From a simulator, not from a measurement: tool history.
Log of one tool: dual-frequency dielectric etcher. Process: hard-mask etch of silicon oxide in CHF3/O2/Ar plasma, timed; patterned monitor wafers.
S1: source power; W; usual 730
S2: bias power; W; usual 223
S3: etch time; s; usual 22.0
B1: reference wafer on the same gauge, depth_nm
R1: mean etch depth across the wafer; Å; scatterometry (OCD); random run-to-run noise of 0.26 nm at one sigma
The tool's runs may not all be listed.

run   hour   S1   S2    S3    B1   R1
  1    0.0  730  223  22.0  49.5  519
  2   10.4  730  223  22.0  49.5  517
  3   20.7  730  223  22.0  49.5  519
  4   26.7  730  223  22.0  49.4  515
  5   34.6  730  223  22.0  49.5  518
  6   47.1  730  223  22.0  49.4  513
  7   72.5  730  223  22.0  49.5  516
  8   74.9  730  223  22.0  49.4  518
  9   81.7  910  223  28.5  49.5  711
 10   90.0  730  223  22.0  49.5  511
 11  107.3  830  203  22.0  49.5  513
 12  119.2  730  223  22.0  49.6  514
 13  127.3  880  208  17.5  49.5  424
 14  136.6  560  223  17.5  49.4  379
 15  151.0  730  186  22.0  49.5  475
 16  158.0  820  273  17.5  49.5  461
 17  164.3  730  256  22.0  49.5  546
 18  176.4  730  223  22.0  49.4  520
 19  189.2  730  267  22.0  49.4  549
 20  213.8  820  205  22.0  49.6  514
 21  218.2  730  223  22.0  49.6  515
 22  240.9  880  223  25.5  49.5  630
 23  253.9  610  223  18.0  49.6  400
 24  270.3  730  177  22.0  49.5  467
 25  284.8  860  177  28.0  49.4  632
 26  293.5  680  196  17.5  49.5  380
 27  302.0  780  196  25.0  49.5  568
 28  310.1  730  223  22.0  49.4  520
 29  326.0  780  170  18.5  49.6  397
 30  335.5  730  223  17.5  49.5  406

Not shown here: 6 entries made in the log between runs. Locate each between two listed runs and compare the hidden state at the listed run before it with the hidden state at the listed run after it:
In the gap between runs 1 and 2: gauge calibrated (hour 2.4)
  no difference in the tool's unlogged condition between these two runs
In the gap between runs 5 and 6: bias power generator calibrated (hour 46.6)
  no difference in the tool's unlogged condition between these two runs
In the gap between runs 6 and 7: wet clean of the chamber (hour 72.0)
  no difference in the tool's unlogged condition between these two runs
In the gap between runs 15 and 16: source power generator calibrated (hour 155.1)
  no difference in the tool's unlogged condition between these two runs
In the gap between runs 19 and 20: upper electrode replaced (hour 213.3)
  no difference in the tool's unlogged condition between these two runs
In the gap between runs 28 and 29: gauge calibrated (hour 319.1)
  no difference in the tool's unlogged condition between these two runs

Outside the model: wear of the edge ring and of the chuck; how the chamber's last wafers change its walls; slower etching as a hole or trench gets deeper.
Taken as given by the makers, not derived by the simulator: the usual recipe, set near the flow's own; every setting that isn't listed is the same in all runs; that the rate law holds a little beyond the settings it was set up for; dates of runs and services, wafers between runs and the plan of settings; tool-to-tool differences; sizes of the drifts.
